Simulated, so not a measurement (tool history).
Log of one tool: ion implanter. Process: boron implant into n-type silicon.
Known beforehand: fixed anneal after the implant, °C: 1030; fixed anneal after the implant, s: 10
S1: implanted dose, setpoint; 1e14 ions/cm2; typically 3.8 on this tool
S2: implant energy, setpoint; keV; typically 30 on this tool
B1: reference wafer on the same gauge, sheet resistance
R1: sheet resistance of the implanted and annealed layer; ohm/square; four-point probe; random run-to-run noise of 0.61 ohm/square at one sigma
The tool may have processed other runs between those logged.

run    hour    S1    S2      B1      R1
  1       0  3.27    30  293.89   290.6
  2   107.7   3.8    38  294.36  252.24
  3   194.1   3.8    38  293.97  251.64
  4   398.2   3.8    38  294.11  253.62
  5   449.5   3.8    30  293.98  259.42
  6   506.3  4.28    30  294.41  236.38
  7   554.1   3.8    30  293.89  260.39
  8   649.3   3.8    30  294.16  260.56
  9   745.7   3.8    30  293.92  261.12
 10   806.3   3.8    30  294.08  261.39
 11     881  4.07    30  294.14  246.15
      946.9  -- gauge calibrated
 12   952.4  4.07    30  294.14   245.8
 13   997.7   3.8    37  294.34  255.57
     1051.1  -- Faraday cup replaced and dose calibrated
 14  1064.4  4.33    30  293.97  230.69
 15  1126.8  4.33    30  294.24  231.87
 16  1168.3  2.71    25  293.77  343.63
 17  1255.7  4.45  27.5  293.95  228.35
     1275.6  -- extraction supply calibrated
 18  1480.5  4.33  23.5  293.93  237.24
 19  1572.7  3.33  36.5  293.98  280.93
 20  1649.2  4.92  24.5  293.79   213.3
 21  1734.1  4.21  24.5  294.31  243.34
 22    1797  2.78    30  293.93  330.59
 23    1859  4.33    30  293.76  232.81
 24  1948.7  3.06    21  293.97  320.34
 25  2024.8   3.8    30  294.21  259.38
 26  2098.4   2.8  25.5  294.03  337.77
 27  2188.7  4.68    34  294.11  215.34
 28  2296.2  4.68    34  293.87  216.78
 29  2378.1  3.15    30  294.38  303.86
     2448.7  -- Faraday cup replaced and dose calibrated
 30  2471.5  3.47  25.5  293.91  279.65

For each run, the measured value with the value that run would have given without the tool's hidden condition subtracted. The run-to-run variation is shared by both, the gauge scatter possibly not:
Hidden state present: deviation of the true dose from the Faraday cup's reading, %; deviation of the true energy from its setpoint, %; gauge reads high (%).
run     R1
  1  +1.94
  2  +1.97
  3  +2.17
  4  +2.69
  5  +2.87
  6  +2.76
  7  +3.14
  8  +3.38
  9  +3.63
 10  +3.79
 11  +3.76
 12  +3.92
 13  +4.19
 14  -0.18
 15  -0.03
 16  +0.08
 17  +0.24
 18  +0.77
 19  +1.15
 20  +1.05
 21  +1.38
 22  +2.04
 23  +1.61
 24  +2.46
 25  +2.19
 26  +3.07
 27  +2.19
 28  +2.43
 29  +3.58
 30  +0.18
